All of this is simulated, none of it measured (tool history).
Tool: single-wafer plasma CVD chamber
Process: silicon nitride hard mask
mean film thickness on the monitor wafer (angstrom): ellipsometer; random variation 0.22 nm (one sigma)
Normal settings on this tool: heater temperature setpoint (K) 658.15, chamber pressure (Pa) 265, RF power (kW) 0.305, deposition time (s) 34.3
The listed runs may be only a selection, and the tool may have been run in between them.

| run | hour | heater temperature setpoint (K) | chamber pressure (Pa) | RF power (kW) | deposition time (s) | wafers since the last listed run | hours since the last thermocouple change | hours since the last RF generator calibration | hours since the last manometer calibration | hours since the showerhead was replaced | hours since the gauge calibration | read-back reference wafer on the same gauge, thickness_nm | mean film thickness on the monitor wafer (angstrom) |
|---|---|---|---|---|---|---|---|---|---|---|---|---|---|
| 1 | 0 | 663.15 | 265 | 0.305 | 34.3 | 0 | 2313.5 | 503.4 | 264.4 | 5193.2 | 691.8 | 37.736 | 433.2 |
| 2 | 64.9 | 658.15 | 265 | 0.305 | 34.3 | 1801 | 2378.4 | 568.3 | 329.3 | 5258.1 | 756.7 | 37.729 | 431.8 |
| 3 | 158.3 | 658.15 | 265 | 0.305 | 34.3 | 2592 | 2471.8 | 661.7 | 422.7 | 5351.5 | 850.1 | 37.753 | 431.39 |
| 4 | 240.9 | 658.15 | 265 | 0.305 | 34.3 | 2292 | 2554.4 | 744.3 | 505.3 | 5434.1 | 932.7 | 37.679 | 431.13 |
| 5 | 285.5 | 658.15 | 265 | 0.305 | 34.3 | 1238 | 2599 | 788.9 | 549.9 | 5478.7 | 977.3 | 37.662 | 429.13 |
| 6 | 340.4 | 658.15 | 265 | 0.305 | 34.3 | 1523 | 2653.9 | 843.8 | 604.8 | 5533.6 | 1032.2 | 37.643 | 432.48 |
| 7 | 409 | 658.15 | 265 | 0.305 | 34.3 | 1904 | 2722.5 | 912.4 | 673.4 | 5602.2 | 1100.8 | 37.626 | 427.37 |
| 8 | 450 | 658.15 | 265 | 0.305 | 34.3 | 1138 | 2763.5 | 953.4 | 714.4 | 5643.2 | 1141.8 | 37.608 | 429.87 |
|  | 463.4 | RF generator calibrated |
| 9 | 555.9 | 658.15 | 265 | 0.305 | 34.3 | 2717 | 2869.4 | 92.5 | 820.3 | 5749.1 | 1247.7 | 37.741 | 436.11 |
| 10 | 604.6 | 658.15 | 265 | 0.305 | 34.3 | 1351 | 2918.1 | 141.2 | 869 | 5797.8 | 1296.4 | 37.745 | 434.58 |
| 11 | 683.5 | 658.15 | 265 | 0.305 | 34.3 | 2190 | 2997 | 220.1 | 947.9 | 5876.7 | 1375.3 | 37.743 | 436.09 |
|  | 713.9 | capacitance manometer re-zeroed and calibrated |
| 12 | 744 | 658.15 | 225 | 0.305 | 34.3 | 1457 | 3057.5 | 280.6 | 30.1 | 5937.2 | 1435.8 | 37.68 | 415.38 |
| 13 | 781.4 | 658.15 | 225 | 0.305 | 34.3 | 1038 | 3094.9 | 318 | 67.5 | 5974.6 | 1473.2 | 37.741 | 415.76 |
| 14 | 840.4 | 658.15 | 265 | 0.305 | 34.3 | 1637 | 3153.9 | 377 | 126.5 | 6033.6 | 1532.2 | 37.632 | 431.71 |
| 15 | 919 | 658.15 | 265 | 0.345 | 28.8 | 2181 | 3232.5 | 455.6 | 205.1 | 6112.2 | 1610.8 | 37.694 | 398.87 |
|  | 948.7 | thermocouple changed; heater temperature recalibrated |
| 16 | 963.7 | 672.15 | 313 | 0.285 | 40.6 | 1018 | 15 | 500.3 | 249.8 | 6156.9 | 1655.5 | 37.709 | 502.49 |
| 17 | 1056.7 | 658.15 | 303 | 0.305 | 34.3 | 2581 | 108 | 593.3 | 342.8 | 6249.9 | 1748.5 | 37.72 | 444.11 |
| 18 | 1157.7 | 658.15 | 283 | 0.305 | 34.3 | 2803 | 209 | 694.3 | 443.8 | 6350.9 | 1849.5 | 37.761 | 435.92 |
|  | 1418.8 | RF generator calibrated |
| 19 | 1466.8 | 658.15 | 265 | 0.33 | 30.8 | 8358 | 518.1 | 48 | 752.9 | 6660 | 2158.6 | 37.658 | 419.46 |
|  | 1666.1 | gauge calibrated |
| 20 | 1707.8 | 658.15 | 265 | 0.305 | 41.1 | 6689 | 759.1 | 289 | 993.9 | 6901 | 41.7 | 37.707 | 515.97 |
| 21 | 1747.2 | 672.15 | 213 | 0.34 | 34.3 | 1093 | 798.5 | 328.4 | 1033.3 | 6940.4 | 81.1 | 37.74 | 443.26 |
|  | 1777.2 | showerhead replaced |
|  | 1798.6 | capacitance manometer re-zeroed and calibrated |
| 22 | 1799.1 | 658.15 | 265 | 0.305 | 34.3 | 996 | 850.4 | 380.3 | 0.5 | 21.9 | 133 | 37.712 | 434.59 |
| 23 | 1898.4 | 658.15 | 265 | 0.305 | 34.3 | 2756 | 949.7 | 479.6 | 99.8 | 121.2 | 232.3 | 37.768 | 434.91 |
| 24 | 1960.4 | 658.15 | 295 | 0.35 | 38.3 | 1721 | 1011.7 | 541.6 | 161.8 | 183.2 | 294.3 | 37.669 | 552.09 |
| 25 | 2066.9 | 658.15 | 201 | 0.36 | 34.3 | 2956 | 1118.2 | 648.1 | 268.3 | 289.7 | 400.8 | 37.671 | 456.55 |
| 26 | 2172.2 | 644.15 | 265 | 0.27 | 29.4 | 2922 | 1223.5 | 753.4 | 373.6 | 395 | 506.1 | 37.674 | 338.2 |
| 27 | 2269.5 | 671.15 | 300 | 0.27 | 31.7 | 2700 | 1320.8 | 850.7 | 470.9 | 492.3 | 603.4 | 37.729 | 367.48 |
|  | 2331 | RF generator calibrated |
| 28 | 2332.5 | 658.15 | 296 | 0.32 | 34.3 | 1526 | 1383.8 | 1.5 | 533.9 | 555.3 | 666.4 | 37.735 | 470.56 |

Some steps in mean film thickness on the monitor wafer (angstrom) between neighbouring runs. How much of each would the tool show without its hidden state too (settings, what came in, random variation), and how much is left for the hidden state, with any gauge scatter that isn't in both results?
Hidden state present: wafer temperature above the value expected at the setpoint (K); delivered RF power above the setpoint (%); true pressure above the setpoint (%); gauge reads high (%).
Run 18 -> 19: chamber pressure (Pa) 283 -> 265, RF power (kW) 0.305 -> 0.33, deposition time (s) 34.3 -> 30.8, RF generator calibrated. mean film thickness on the monitor wafer (angstrom) -16.46: hidden state +10.41, all else -26.87.
Run 23 -> 24: chamber pressure (Pa) 265 -> 295, RF power (kW) 0.305 -> 0.35, deposition time (s) 34.3 -> 38.3. mean film thickness on the monitor wafer (angstrom) +117.18: hidden state -2.54, all else +119.72.
Run 25 -> 26: heater temperature setpoint (K) 658.15 -> 644.15, chamber pressure (Pa) 201 -> 265, RF power (kW) 0.36 -> 0.27, deposition time (s) 34.3 -> 29.4. mean film thickness on the monitor wafer (angstrom) -118.35: hidden state +1.48, all else -119.83.
Run 27 -> 28: heater temperature setpoint (K) 671.15 -> 658.15, chamber pressure (Pa) 300 -> 296, RF power (kW) 0.27 -> 0.32, deposition time (s) 31.7 -> 34.3, RF generator calibrated. mean film thickness on the monitor wafer (angstrom) +103.08: hidden state +9.04, all else +94.04.
